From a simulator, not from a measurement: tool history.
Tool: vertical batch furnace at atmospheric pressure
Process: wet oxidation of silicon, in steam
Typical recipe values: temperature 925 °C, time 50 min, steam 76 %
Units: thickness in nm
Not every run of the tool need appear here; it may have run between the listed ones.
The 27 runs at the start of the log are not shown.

run	hour	temperature	time	steam	wafers since the last listed run	hours since the last temperature calibration	hours since the steam generator was serviced	hours since the gauge calibration	read-back reference wafer on the same gauge, thickness	thickness
28	649.4	902	50	76	602	291.7	95.7	80.6	173.89	140.72
29	680.5	905	29.5	86	589	322.8	126.8	111.7	174.16	112.82
30	695	948	60.5	80	274	337.3	141.3	126.2	174.04	253.23
31	709.4	917	29	87	272	351.7	155.7	140.6	174.04	124.91
32	729.6	925	50	84	382	371.9	175.9	160.8	174.09	187.03
33	758.3	925	50	76	543	400.6	204.6	189.5	173.87	176.73
34	779	901	71	69	392	421.3	225.3	210.2	174.02	166.75
35	793	902	58.5	84	265	435.3	239.3	224.2	174.02	167.55
36	816.4	914	29.5	80	443	458.7	262.7	247.6	174.37	116.12
37	845	902	50	81	542	487.3	291.3	276.2	174.04	146.5
38	872.9	925	50	76	528	515.2	319.2	304.1	174.08	175.03

4 ways to go on from here, each from the tool as it stands after run 38. What would each give?
A	876.6	925	50	76	70	518.9	322.9	307.8	?	?
B	876.6	907	72.5	69	70	518.9	322.9	307.8	?	?
C	876.6	925	50	65	70	518.9	322.9	307.8	?	?
D	876.6	935	50	76	70	518.9	322.9	307.8	?	?

run	read-back reference wafer on the same gauge, thickness	thickness
A	174.13	175
B	174.13	179.33
C	174.13	157.31
D	174.13	190.7
Stripped of hidden state, with their random variation kept, the same runs would have yielded:
run	thickness
A	175.44
B	179.79
C	157.7
D	191.18
